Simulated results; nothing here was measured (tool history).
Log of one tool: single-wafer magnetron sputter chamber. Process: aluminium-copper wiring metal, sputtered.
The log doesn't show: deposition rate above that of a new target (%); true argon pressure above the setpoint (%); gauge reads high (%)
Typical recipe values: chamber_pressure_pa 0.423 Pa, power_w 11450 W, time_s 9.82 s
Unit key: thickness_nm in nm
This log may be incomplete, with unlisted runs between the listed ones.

run,hour,chamber_pressure_pa,power_w,time_s,wafers since the last listed run,wafers on the sputter target,hours since the last manometer calibration,hours since the magnet pack was replaced,hours since the gauge calibration,"read-back reference wafer on the same gauge, thickness_nm",thickness_nm
1,0,0.423,11450,9.82,0,6287,2567.8,8667.5,134,213.913,190.512
2,9.5,0.423,10450,9.82,293,6581,2577.3,8677,143.5,214.092,179.504
# hour 29.2: sputter target and shields replaced
3,38.7,0.423,11450,9.82,655,294,2606.5,8706.2,172.7,213.856,190.312
4,48.6,0.423,11450,9.82,306,601,2616.4,8716.1,182.6,214.22,191.226
5,56.5,0.423,11450,9.82,244,845,2624.3,8724,190.5,213.791,190.592
6,71.7,0.423,11450,10.26,469,1315,2639.5,8739.2,205.7,213.941,198.733
7,79,0.423,11450,10.26,225,1540,2646.8,8746.5,213,214.017,199.163
8,94.5,0.423,11450,9.82,479,2019,2662.3,8762,228.5,213.871,190.488
9,105.6,0.423,11450,9.82,343,2362,2673.4,8773.1,239.6,213.951,189.904
10,123.8,0.423,11450,9.82,562,2925,2691.6,8791.3,257.8,213.97,189.974
11,135.6,0.423,11450,9.82,364,3290,2703.4,8803.1,269.6,214.152,190.325
12,152,0.423,11450,9.82,506,3797,2719.8,8819.5,286,214.063,189.748
# hour 162.6: gauge calibrated
13,169.5,0.423,11450,9.82,540,4338,2737.3,8837,6.9,213.905,190.874
14,183,0.423,11450,9.82,417,4755,2750.8,8850.5,20.4,213.924,190.297
15,198.3,0.423,11450,9.82,472,5228,2766.1,8865.8,35.7,213.966,190.359
16,246.1,0.423,11450,9.82,1477,6706,2813.9,8913.6,83.5,214.029,190.849
17,261.2,0.289,11450,9.82,466,7172,2829,8928.7,98.6,213.984,204.535
18,268.5,0.423,11450,8.98,225,7398,2836.3,8936,105.9,214.063,174.156
# hour 282.8: sputter target and shields replaced
19,283.3,0.423,11450,9.82,210,14,2851.1,8950.8,120.7,213.87,190.25
20,283.6,0.423,8900,11.13,9,24,2851.4,8951.1,121,214.172,183.717
# hour 297.3: magnet pack replaced
21,300,0.423,11450,8.71,259,283,2867.8,2.7,137.4,213.901,168.989
22,307.7,0.276,11450,10.86,238,521,2875.5,10.4,145.1,214.017,228.891
23,321.3,0.423,10450,9.82,420,942,2889.1,24,158.7,213.941,179.404
# hour 338.8: capacitance manometer re-zeroed and calibrated
24,339.3,0.31,9650,9.82,309,1251,0.5,42,176.7,213.866,181.592
25,352.2,0.342,11450,9.16,398,1650,13.4,54.9,189.6,214.053,185.088
26,359.9,0.319,12650,11.7,238,1888,21.1,62.6,197.3,214,257.715
27,370.8,0.423,11450,10.68,336,2225,32,73.5,208.2,213.935,206.916
28,381.7,0.423,11450,10.92,336,2561,42.9,84.4,219.1,214.061,211.362
29,388.9,0.509,11450,8.98,222,2784,50.1,91.6,226.3,213.94,166.609
30,406,0.423,11450,8.21,528,3313,67.2,108.7,243.4,213.834,159.05
31,423.6,0.318,13300,8.7,544,3857,84.8,126.3,261,214.199,197.875
32,434.8,0.423,11450,9.82,346,4203,96,137.5,272.2,213.868,190.389
33,450.8,0.307,12550,9.82,494,4697,112,153.5,288.2,214.079,215.328
34,463.1,0.423,11450,8.68,380,5078,124.3,165.8,300.5,214.011,168.503

Alternative continuations, all from the tool just after run 34; predict every row:
A,463.5,0.423,8650,9.82,12,5090,124.7,166.2,300.9,?,?
B,463.5,0.289,9750,8.88,12,5090,124.7,166.2,300.9,?,?
C,463.5,0.56,13900,8.3,12,5090,124.7,166.2,300.9,?,?
D,463.5,0.582,9150,9.82,12,5090,124.7,166.2,300.9,?,?

run,"read-back reference wafer on the same gauge, thickness_nm",thickness_nm
A,214.056,159.419
B,214.056,166.47
C,214.056,171.111
D,214.056,152.022
Without the tool's hidden state the same runs would have given:
run,thickness_nm
A,159.419
B,166.47
C,171.111
D,152.022
